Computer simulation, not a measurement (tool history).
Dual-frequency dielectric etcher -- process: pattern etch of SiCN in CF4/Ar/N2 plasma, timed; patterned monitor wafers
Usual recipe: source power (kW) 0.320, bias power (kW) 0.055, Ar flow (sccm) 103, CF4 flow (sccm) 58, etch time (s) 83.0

| run | hour | source power (kW) | bias power (kW) | Ar flow (sccm) | CF4 flow (sccm) | etch time (s) | wafers since the last listed run | hours since the last wet clean | hours since the last source power generator calibration | hours since the last bias power generator calibration | hours since the last Ar flow controller change | hours since the last CF4 flow controller change | hours since the last upper electrode change | hours since the gauge calibration | read-back reference wafer on the same gauge, depth_nm | mean etch depth across the wafer (Å) |
|---|---|---|---|---|---|---|---|---|---|---|---|---|---|---|---|---|
| 1 | 0.0 | 0.320 | 0.055 | 103 | 58 | 83.0 | 0 | 151.5 | 4679.6 | 3110.4 | 2159.7 | 3992.8 | 3638.0 | 483.6 | 59.00 | 532.7 |
| 2 | 65.2 | 0.320 | 0.055 | 103 | 58 | 83.0 | 988 | 216.7 | 4744.8 | 3175.6 | 2224.9 | 4058.0 | 3703.2 | 548.8 | 59.00 | 534.1 |
| 3 | 109.3 | 0.320 | 0.055 | 103 | 58 | 83.0 | 668 | 260.8 | 4788.9 | 3219.7 | 2269.0 | 4102.1 | 3747.3 | 592.9 | 59.02 | 535.5 |
|  | 120.0 | gauge calibrated |
| 4 | 165.3 | 0.320 | 0.055 | 103 | 58 | 90.0 | 849 | 316.8 | 4844.9 | 3275.7 | 2325.0 | 4158.1 | 3803.3 | 45.3 | 59.02 | 581.3 |
| 5 | 233.1 | 0.320 | 0.055 | 103 | 58 | 90.0 | 1028 | 384.6 | 4912.7 | 3343.5 | 2392.8 | 4225.9 | 3871.1 | 113.1 | 59.01 | 579.2 |
| 6 | 288.2 | 0.320 | 0.055 | 103 | 58 | 90.0 | 835 | 439.7 | 4967.8 | 3398.6 | 2447.9 | 4281.0 | 3926.2 | 168.2 | 59.01 | 578.6 |
|  | 329.0 | upper electrode replaced |
| 7 | 330.3 | 0.320 | 0.055 | 103 | 58 | 83.0 | 274 | 481.8 | 5009.9 | 3440.7 | 2490.0 | 4323.1 | 1.3 | 210.3 | 58.97 | 536.9 |
|  | 365.0 | bias power generator calibrated |
| 8 | 366.6 | 0.320 | 0.055 | 103 | 58 | 83.0 | 489 | 518.1 | 5046.2 | 1.6 | 2526.3 | 4359.4 | 37.6 | 246.6 | 59.00 | 536.3 |
|  | 445.9 | wet clean of the chamber |
| 9 | 446.4 | 0.320 | 0.055 | 103 | 58 | 83.0 | 846 | 0.5 | 5126.0 | 81.4 | 2606.1 | 4439.2 | 117.4 | 326.4 | 58.95 | 535.5 |
| 10 | 480.6 | 0.270 | 0.060 | 103 | 58 | 106.0 | 518 | 34.7 | 5160.2 | 115.6 | 2640.3 | 4473.4 | 151.6 | 360.6 | 58.96 | 612.8 |
| 11 | 535.7 | 0.320 | 0.055 | 103 | 58 | 90.0 | 835 | 89.8 | 5215.3 | 170.7 | 2695.4 | 4528.5 | 206.7 | 415.7 | 58.98 | 582.7 |
| 12 | 606.4 | 0.320 | 0.055 | 103 | 49 | 83.0 | 1072 | 160.5 | 5286.0 | 241.4 | 2766.1 | 4599.2 | 277.4 | 486.4 | 59.01 | 518.9 |
|  | 619.2 | gauge calibrated |
| 13 | 635.0 | 0.370 | 0.055 | 81 | 64 | 83.0 | 433 | 189.1 | 5314.6 | 270.0 | 2794.7 | 4627.8 | 306.0 | 15.8 | 59.00 | 643.9 |
|  | 670.6 | CF4 flow controller replaced |
|  | 698.3 | source power generator calibrated |
|  | 702.1 | Ar flow controller replaced |
| 14 | 702.6 | 0.320 | 0.055 | 103 | 58 | 83.0 | 816 | 256.7 | 4.3 | 337.6 | 0.5 | 32.0 | 373.6 | 83.4 | 59.02 | 549.0 |
| 15 | 862.7 | 0.320 | 0.055 | 92 | 58 | 83.0 | 2427 | 416.8 | 164.4 | 497.7 | 160.6 | 192.1 | 533.7 | 243.5 | 58.97 | 558.3 |
| 16 | 931.7 | 0.320 | 0.063 | 103 | 58 | 83.0 | 1046 | 485.8 | 233.4 | 566.7 | 229.6 | 261.1 | 602.7 | 312.5 | 59.01 | 582.9 |
|  | 949.9 | source power generator calibrated, repeated, since the last time left the tool worse |
| 17 | 985.2 | 0.320 | 0.055 | 103 | 58 | 90.0 | 750 | 539.3 | 35.3 | 620.2 | 283.1 | 314.6 | 656.2 | 366.0 | 59.01 | 565.9 |
|  | 1037.2 | wet clean of the chamber |
| 18 | 1048.5 | 0.320 | 0.063 | 103 | 58 | 83.0 | 595 | 11.3 | 98.6 | 683.5 | 346.4 | 377.9 | 719.5 | 429.3 | 59.01 | 549.7 |
| 19 | 1082.7 | 0.290 | 0.044 | 103 | 58 | 83.0 | 518 | 45.5 | 132.8 | 717.7 | 380.6 | 412.1 | 753.7 | 463.5 | 59.01 | 432.1 |

Predict each of these 5 candidate next runs independently; none follows another, all start after run 19:
| A | 1083.1 | 0.320 | 0.055 | 103 | 58 | 83.0 | 6 | 45.9 | 133.2 | 718.1 | 381.0 | 412.5 | 754.1 | 463.9 | ? | ? |
| B | 1083.1 | 0.320 | 0.055 | 103 | 66 | 83.0 | 6 | 45.9 | 133.2 | 718.1 | 381.0 | 412.5 | 754.1 | 463.9 | ? | ? |
| C | 1083.1 | 0.320 | 0.047 | 115 | 48 | 106.5 | 6 | 45.9 | 133.2 | 718.1 | 381.0 | 412.5 | 754.1 | 463.9 | ? | ? |
| D | 1083.1 | 0.320 | 0.055 | 122 | 58 | 83.0 | 6 | 45.9 | 133.2 | 718.1 | 381.0 | 412.5 | 754.1 | 463.9 | ? | ? |
| E | 1083.1 | 0.380 | 0.055 | 103 | 58 | 70.5 | 6 | 45.9 | 133.2 | 718.1 | 381.0 | 412.5 | 754.1 | 463.9 | ? | ? |

| run | read-back reference wafer on the same gauge, depth_nm | mean etch depth across the wafer (Å) |
|---|---|---|
| A | 59.01 | 520.6 |
| B | 59.01 | 533.1 |
| C | 59.01 | 589.6 |
| D | 59.01 | 508.0 |
| E | 59.01 | 513.7 |
With the hidden condition removed and each run's random variation left untouched, the same runs would have given:
| run | mean etch depth across the wafer (Å) |
|---|---|
| A | 521.7 |
| B | 534.3 |
| C | 590.8 |
| D | 509.1 |
| E | 514.8 |
